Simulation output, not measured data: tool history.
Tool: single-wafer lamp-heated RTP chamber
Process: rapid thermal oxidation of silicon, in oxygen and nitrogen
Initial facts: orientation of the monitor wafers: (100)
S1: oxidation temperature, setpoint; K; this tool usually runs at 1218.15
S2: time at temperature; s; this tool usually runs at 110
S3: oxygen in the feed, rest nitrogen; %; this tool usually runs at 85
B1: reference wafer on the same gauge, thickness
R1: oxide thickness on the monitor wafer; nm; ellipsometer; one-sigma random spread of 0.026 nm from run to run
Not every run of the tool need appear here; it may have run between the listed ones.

Run 1, hour 0: usual settings but S2 72 s, S3 98 %; B1 4.44. Result: R1 4.065 nm.
Run 2, hour 51.2: usual settings but S2 72 s, S3 98 %; B1 4.442. Result: R1 4.055 nm.
At hour 106.9: pyrometer window cleaned and pyrometer calibrated.
Run 3, hour 152: usual settings; B1 4.423. Result: R1 4.555 nm.
Run 4, hour 228.1: usual settings; B1 4.434. Result: R1 4.559 nm.
Run 5, hour 280.7: usual settings; B1 4.434. Result: R1 4.534 nm.
Run 6, hour 351.1: usual settings; B1 4.436. Result: R1 4.537 nm.
Run 7, hour 397.3: usual settings; B1 4.43. Result: R1 4.587 nm.
Run 8, hour 473: usual settings; B1 4.433. Result: R1 4.548 nm.
Run 9, hour 531.7: usual settings but S1 1229.15 K; B1 4.429. Result: R1 4.995 nm.
Run 10, hour 570.1: usual settings but S1 1229.15 K; B1 4.433. Result: R1 4.963 nm.
Run 11, hour 608.9: usual settings but S2 146 s; B1 4.43. Result: R1 5.187 nm.
Run 12, hour 661.5: usual settings but S2 146 s; B1 4.425. Result: R1 5.196 nm.
Run 13, hour 750.7: usual settings; B1 4.434. Result: R1 4.594 nm.
Run 14, hour 852.3: usual settings; B1 4.439. Result: R1 4.639 nm.
Run 15, hour 945.8: usual settings; B1 4.42. Result: R1 4.685 nm.
Run 16, hour 1034.4: usual settings; B1 4.436. Result: R1 4.62 nm.
Run 17, hour 1075.2: usual settings; B1 4.444. Result: R1 4.659 nm.
Run 18, hour 1139.9: usual settings; B1 4.431. Result: R1 4.69 nm.
Run 19, hour 1179.9: usual settings but S1 1244.15 K, S2 63 s; B1 4.436. Result: R1 4.537 nm.
At hour 1217.2: pyrometer window cleaned and pyrometer calibrated.
Run 20, hour 1252.7: usual settings but S2 154 s; B1 4.431. Result: R1 5.319 nm.
Run 21, hour 1511: usual settings but S1 1238.15 K, S2 151 s, S3 98 %; B1 4.431. Result: R1 6.367 nm.
At hour 1557.2: oxygen flow controller replaced.
Run 22, hour 1586.9: usual settings but S1 1233.15 K, S2 90 s, S3 58 %; B1 4.427. Result: R1 4.16 nm.
Run 23, hour 1689.5: usual settings but S1 1201.15 K, S2 129 s, S3 97 %; B1 4.431. Result: R1 4.538 nm.
Run 24, hour 1782.4: usual settings but S1 1246.15 K, S2 130 s, S3 98 %; B1 4.426. Result: R1 6.418 nm.
Run 25, hour 1854.4: usual settings; B1 4.424. Result: R1 4.665 nm.
At hour 1885.1: gauge calibrated.
Run 26, hour 1926.4: usual settings but S1 1198.15 K, S2 73 s, S3 98 %; B1 4.43. Result: R1 3.496 nm.
Run 27, hour 1980: usual settings but S2 95 s, S3 98 %; B1 4.434. Result: R1 4.526 nm.
Run 28, hour 2086.5: usual settings but S1 1242.15 K, S2 129 s, S3 63 %; B1 4.429. Result: R1 5.392 nm.
Run 29, hour 2127.6: usual settings but S1 1201.15 K, S3 56 %; B1 4.421. Result: R1 3.631 nm.
At hour 2177.2: pyrometer window cleaned and pyrometer calibrated.
Run 30, hour 2224.8: usual settings but S2 127 s, S3 64 %; B1 4.429. Result: R1 4.432 nm.
Run 31, hour 2305.8: usual settings but S1 1244.15 K, S2 79 s, S3 98 %; B1 4.436. Result: R1 5.028 nm.
Run 32, hour 2364.3: usual settings but S2 66 s; B1 4.435. Result: R1 3.689 nm.
Run 33, hour 2457.8: usual settings; B1 4.431. Result: R1 4.584 nm.
Run 34, hour 2713.5: usual settings; B1 4.43. Result: R1 4.627 nm.
Run 35, hour 2767.9: usual settings; B1 4.438. Result: R1 4.567 nm.
Run 36, hour 2856.5: usual settings; B1 4.431. Result: R1 4.647 nm.
Run 37, hour 2900.6: usual settings; B1 4.428. Result: R1 4.612 nm.

State the hidden condition of the tool at each of the runs:
deviation of the oxygen flow from its setpoint, %: 0 at every run
gauge reads high (%): 0 at every run
H1: true wafer temperature minus pyrometer reading, K
run      H1
  1    2.94
  2    3.28
  3  0.0767
  4   0.127
  5   0.188
  6   0.304
  7   0.401
  8   0.597
  9    0.78
 10   0.915
 11    1.06
 12    1.28
 13     1.7
 14    2.26
 15    2.84
 16    3.46
 17    3.77
 18    4.28
 19    4.61
 20   0.243
 21   0.578
 22   0.776
 23    1.12
 24     1.5
 25    1.84
 26    2.22
 27    2.53
 28    3.22
 29    3.51
 30   0.433
 31   0.489
 32   0.562
 33   0.735
 34    1.56
 35     1.8
 36    2.24
 37    2.49

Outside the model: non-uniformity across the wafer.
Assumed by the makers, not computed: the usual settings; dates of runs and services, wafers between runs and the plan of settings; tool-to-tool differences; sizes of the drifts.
